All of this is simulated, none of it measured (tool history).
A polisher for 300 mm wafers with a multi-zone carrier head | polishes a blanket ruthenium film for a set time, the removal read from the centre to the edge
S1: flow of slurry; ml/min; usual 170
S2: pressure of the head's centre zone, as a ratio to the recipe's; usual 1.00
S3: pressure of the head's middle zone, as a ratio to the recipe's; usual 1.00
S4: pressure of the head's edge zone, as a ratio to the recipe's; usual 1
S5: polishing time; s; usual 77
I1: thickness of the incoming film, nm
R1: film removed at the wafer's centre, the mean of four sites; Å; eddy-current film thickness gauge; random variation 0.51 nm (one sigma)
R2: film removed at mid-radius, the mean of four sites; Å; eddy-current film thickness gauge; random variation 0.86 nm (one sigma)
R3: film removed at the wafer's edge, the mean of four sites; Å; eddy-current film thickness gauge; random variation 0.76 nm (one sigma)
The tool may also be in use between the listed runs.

run	hour	S1	S2	S3	S4	S5	I1	R1	R2	R3
1	0.0	170	1.00	1.00	1	77	460.7	694	717	710
2	13.5	170	1.00	1.00	1	77	461.3	674	712	698
# hour 24.4: worn pad replaced by a new one
3	24.9	170	1.00	1.00	1	77	456.4	726	756	742
4	32.6	170	1.00	1.00	1	77	459.9	731	749	726
5	55.2	170	1.00	0.97	1	77	454.9	711	698	712
6	67.5	170	1.00	0.97	1	77	457.8	687	701	705
# hour 74.9: carrier head's membrane replaced by a new one
# hour 82.9: worn pad replaced by a new one
7	84.6	170	1.00	0.97	1	77	462.3	738	736	748
8	100.0	170	1.00	1.00	1	95	466.9	877	918	917
9	106.4	170	1.00	1.00	1	95	456.9	881	897	900
# hour 111.0: edge zone pressure recalibrated
10	120.5	170	1.00	1.00	1	52	467.0	482	489	488
11	129.4	170	1.00	1.00	1	77	454.1	699	726	703

The next listed run, before its measurement:
12	137.7	170	1.08	0.97	1	66	461.1	?	?	?

{"run 12": {"R1": 636, "R2": 587, "R3": 584}}
Without the tool's hidden state the same run would have given R1 684 Å, R2 631 Å, R3 628 Å.
